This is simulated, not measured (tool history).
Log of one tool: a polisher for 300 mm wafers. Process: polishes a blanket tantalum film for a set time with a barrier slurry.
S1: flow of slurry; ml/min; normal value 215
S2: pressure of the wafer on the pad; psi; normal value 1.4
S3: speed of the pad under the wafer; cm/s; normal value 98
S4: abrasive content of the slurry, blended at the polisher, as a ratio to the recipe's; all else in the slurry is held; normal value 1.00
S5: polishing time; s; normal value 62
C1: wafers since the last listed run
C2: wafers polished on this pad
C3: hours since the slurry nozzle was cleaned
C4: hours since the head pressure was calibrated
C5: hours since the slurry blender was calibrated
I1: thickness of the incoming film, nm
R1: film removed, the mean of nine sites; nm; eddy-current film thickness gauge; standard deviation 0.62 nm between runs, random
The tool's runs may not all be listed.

run	hour	S1	S2	S3	S4	S5	C1	C2	C3	C4	C5	I1	R1
1	0.0	215	1.4	98	1.00	62	0	390	205.8	29.3	70.7	371.9	65.1
2	33.5	215	1.4	98	1.00	54	345	735	239.3	62.8	104.2	369.6	56.9
3	57.1	215	1.4	98	1.00	54	243	979	262.9	86.4	127.8	370.8	56.2
# hour 70.9: slurry blender recalibrated
4	71.4	215	1.4	98	1.00	54	126	1105	277.2	100.7	0.5	369.4	56.2
5	88.7	215	1.4	124	1.00	56	178	1283	294.5	118.0	17.8	373.7	75.1
# hour 108.1: worn pad replaced by a new one
6	117.4	215	1.4	98	1.00	62	254	95	323.2	146.7	46.5	371.0	65.9
7	130.8	215	1.4	98	1.00	62	138	233	336.6	160.1	59.9	364.9	64.9
8	147.4	215	1.4	98	1.00	62	171	404	353.2	176.7	76.5	372.8	64.5
9	166.2	215	1.4	120	1.00	62	193	598	372.0	195.5	95.3	369.6	80.3
10	194.7	215	1.4	120	1.00	62	293	891	400.5	224.0	123.8	368.8	81.2
11	214.2	215	1.4	98	1.00	62	200	1092	420.0	243.5	143.3	368.4	65.5
# hour 220.6: slurry blender recalibrated
12	234.6	215	1.7	98	1.05	62	189	1282	440.4	263.9	14.0	370.6	79.0
# hour 246.9: worn pad replaced by a new one
13	266.9	215	1.4	98	1.00	62	291	206	472.7	296.2	46.3	367.3	65.2
14	301.5	215	1.4	98	1.00	62	356	562	507.3	330.8	80.9	374.8	66.1
15	328.5	270	1.1	98	1.00	43	278	840	534.3	357.8	107.9	374.6	37.1
# hour 346.4: head pressure recalibrated
16	358.5	215	1.4	98	1.00	62	288	1129	564.3	12.1	137.9	371.8	65.2
# hour 374.3: slurry blender recalibrated
# hour 374.4: worn pad replaced by a new one
17	374.8	215	1.0	98	1.00	53	146	4	580.6	28.4	0.5	368.3	40.9
18	400.3	215	1.6	98	1.15	75	262	266	606.1	53.9	26.0	367.0	92.6
19	415.2	215	1.4	98	0.85	68	153	420	621.0	68.8	40.9	368.8	65.6
# hour 427.2: slurry nozzle cleaned
20	443.8	215	1.0	98	1.00	72	284	704	16.6	97.4	69.5	366.0	56.4
21	457.7	215	1.4	112	1.00	62	143	847	30.5	111.3	83.4	368.6	74.2
22	486.6	215	1.4	98	1.00	54	297	1145	59.4	140.2	112.3	370.6	57.0
23	504.4	255	1.1	98	1.00	62	183	1329	77.2	158.0	130.1	373.7	52.6
# hour 520.2: worn pad replaced by a new one
# hour 534.8: slurry blender recalibrated
24	564.0	215	1.4	98	1.00	62	552	430	136.8	217.6	29.2	361.7	65.3
25	582.0	215	1.4	88	0.90	62	185	615	154.8	235.6	47.2	363.7	55.2
26	611.3	215	1.7	66	1.00	70	301	917	184.1	264.9	76.5	370.2	59.6
27	641.6	215	1.4	130	1.00	62	312	1229	214.4	295.2	106.8	365.0	86.1
# hour 673.5: worn pad replaced by a new one
28	676.2	250	1.4	98	1.15	62	315	27	249.0	329.8	141.4	375.9	70.1

Hidden state, per run?
removal rate lost through wear of the pad, %: 0, the same for each run
slurry flow missing at the pad, %: 0, the same for each run
deviation of the head's pressure from its setpoint, %: 0, the same for each run
abrasive missing from the slurry, %: 0, the same for each run
